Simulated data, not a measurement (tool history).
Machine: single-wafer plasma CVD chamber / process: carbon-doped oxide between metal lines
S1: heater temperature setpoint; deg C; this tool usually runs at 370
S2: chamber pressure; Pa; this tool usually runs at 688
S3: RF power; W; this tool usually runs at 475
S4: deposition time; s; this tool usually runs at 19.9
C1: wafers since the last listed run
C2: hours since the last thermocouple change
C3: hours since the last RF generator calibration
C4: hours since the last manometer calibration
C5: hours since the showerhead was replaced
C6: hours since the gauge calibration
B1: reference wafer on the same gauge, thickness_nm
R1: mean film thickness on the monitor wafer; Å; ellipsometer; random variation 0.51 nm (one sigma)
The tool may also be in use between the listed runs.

run	day	S1	S2	S3	S4	C1	C2	C3	C4	C5	C6	B1	R1
1	0.000	370	688	475	19.9	0	1774.0	999.3	508.5	6813.7	881.6	82.269	1007.01
2	2.783	370	688	475	19.9	1533	1840.8	1066.1	575.3	6880.5	948.4	82.130	994.05
3	3.971	370	688	475	19.9	654	1869.3	1094.6	603.8	6909.0	976.9	82.069	991.27
4	6.154	370	776	475	19.9	1203	1921.7	1147.0	656.2	6961.4	1029.3	81.813	1008.11
5	8.921	370	688	475	19.9	1524	1988.1	1213.4	722.6	7027.8	1095.7	81.402	975.96
6	16.279	370	688	475	19.9	4055	2164.7	1390.0	899.2	7204.4	1272.3	80.625	971.99
# day 17.471: gauge calibrated
7	19.000	356	629	505	23.1	1499	2230.0	1455.3	964.5	7269.7	36.7	84.085	1234.00
8	20.896	370	688	475	19.9	1044	2275.5	1500.8	1010.0	7315.2	82.2	84.191	1022.98
9	22.838	362	688	475	20.9	1070	2322.1	1547.4	1056.6	7361.8	128.8	84.296	1085.81
# day 23.438: capacitance manometer re-zeroed and calibrated
10	25.250	370	772	430	21.4	1145	2380.0	1605.3	43.5	7419.7	186.7	84.205	1059.79
# day 25.625: showerhead replaced
11	28.038	364	591	475	21.2	1352	2446.9	1672.2	110.4	57.9	253.6	84.093	1055.59
# day 28.962: thermocouple changed; heater temperature recalibrated
12	29.400	370	688	475	19.9	567	10.5	1704.9	143.1	90.6	286.3	83.982	1008.00
13	30.446	370	688	475	19.9	576	35.6	1730.0	168.2	115.7	311.4	84.201	1020.73
14	31.617	378	608	565	19.9	645	63.7	1758.1	196.3	143.8	339.5	83.921	1053.27
# day 32.696: RF generator calibrated
15	40.375	361	688	475	21.7	4643	273.9	184.3	406.5	354.0	549.7	83.670	1132.74
16	43.004	370	688	475	19.9	1449	337.0	247.4	469.6	417.1	612.8	83.167	1009.03
17	44.679	363	688	510	21.6	923	377.2	287.6	509.8	457.3	653.0	83.175	1152.70
18	47.471	358	561	430	18.7	1538	444.2	354.6	576.8	524.3	720.0	82.960	879.69
19	49.283	370	688	555	21.9	998	487.7	398.1	620.3	567.8	763.5	82.887	1199.54
20	50.729	385	624	435	23.2	796	522.4	432.8	655.0	602.5	798.2	82.782	1045.30
21	52.796	370	688	475	19.9	1139	572.0	482.4	704.6	652.1	847.8	82.505	998.59
22	54.671	362	643	440	18.1	1033	617.0	527.4	749.6	697.1	892.8	82.334	879.55
23	57.608	370	688	450	19.9	1618	687.5	597.9	820.1	767.6	963.3	82.341	970.95
24	60.183	377	607	475	17.1	1419	749.3	659.7	881.9	829.4	1025.1	81.636	808.43
25	63.125	383	817	475	22.2	1621	819.9	730.3	952.5	900.0	1095.7	81.386	1096.00
26	65.812	370	688	475	19.9	1481	884.4	794.8	1017.0	964.5	1160.2	81.375	983.83
27	67.408	370	688	475	19.9	879	922.7	833.1	1055.3	1002.8	1198.5	81.108	981.36
28	70.288	370	573	400	19.9	1586	991.8	902.2	1124.4	1071.9	1267.6	80.544	839.28
# day 70.321: gauge calibrated
29	72.775	370	845	475	21.8	1370	1051.5	961.9	1184.1	1131.6	58.9	83.746	1139.20

Alternative continuations, all from the tool just after run 29; predict every row:
A	72.792	370	688	475	19.9	9	1051.9	962.3	1184.5	1132.0	59.3	?	?
B	72.792	364	688	475	19.9	9	1051.9	962.3	1184.5	1132.0	59.3	?	?
C	72.792	370	688	415	18.8	9	1051.9	962.3	1184.5	1132.0	59.3	?	?

run	B1	R1
A	83.819	1022.49
B	83.819	1039.56
C	83.819	893.10
Without the tool's hidden state the same runs would have given:
run	R1
A	1026.71
B	1043.84
C	896.78
